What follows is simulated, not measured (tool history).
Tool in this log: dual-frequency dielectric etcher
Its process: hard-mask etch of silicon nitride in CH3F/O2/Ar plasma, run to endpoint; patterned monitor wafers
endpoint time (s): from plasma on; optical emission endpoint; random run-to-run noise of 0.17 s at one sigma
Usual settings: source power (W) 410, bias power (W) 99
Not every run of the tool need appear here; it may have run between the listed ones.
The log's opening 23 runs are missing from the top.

run	hour	source power (W)	bias power (W)	wafers since the last listed run	hours since the last wet clean	hours since the last source power generator calibration	hours since the last bias power generator calibration	hours since the last upper electrode change	incoming incoming film thickness, nm	endpoint time (s)
24	2247.3	370	87	613	321.9	829.4	434.7	1518.4	29.67	40.9
25	2309.4	380	76	678	384.0	891.5	496.8	1580.5	29.37	42.4
26	2374.6	410	92	712	449.2	956.7	562.0	1645.7	29.33	37.6
27	2436.1	440	109	671	510.7	1018.2	623.5	1707.2	29.63	34.0
28	2483.4	410	99	516	558.0	1065.5	670.8	1754.5	29.55	36.4
29	2547.4	410	76	698	622.0	1129.5	734.8	1818.5	29.77	41.5
# hour 2629.3: wet clean of the chamber
30	2629.8	410	99	637	0.5	1211.9	817.2	1900.9	29.42	37.4
31	2656.9	330	119	295	27.6	1239.0	844.3	1928.0	29.64	37.5
32	2720.5	370	87	694	91.2	1302.6	907.9	1991.6	29.49	41.3
33	2792.1	450	117	781	162.8	1374.2	979.5	2063.2	29.69	33.2
34	2869.9	310	108	849	240.6	1452.0	1057.3	2141.0	29.24	39.3
35	2941.9	360	106	786	312.6	1524.0	1129.3	2213.0	29.70	37.5

Below are 4 alternative next runs, each starting from the tool's condition after run 35. Predict each:
A	2942.3	410	99	4	313.0	1524.4	1129.7	2213.4	29.58	?
B	2942.3	410	123	4	313.0	1524.4	1129.7	2213.4	29.58	?
C	2942.3	380	99	4	313.0	1524.4	1129.7	2213.4	29.58	?
D	2942.3	480	86	4	313.0	1524.4	1129.7	2213.4	29.58	?

run	endpoint time (s)
A	36.7
B	33.2
C	37.9
D	36.8
Take away the tool's hidden state, keep each run's random variation, and the runs would have read:
run	endpoint time (s)
A	36.9
B	33.4
C	38.0
D	37.0
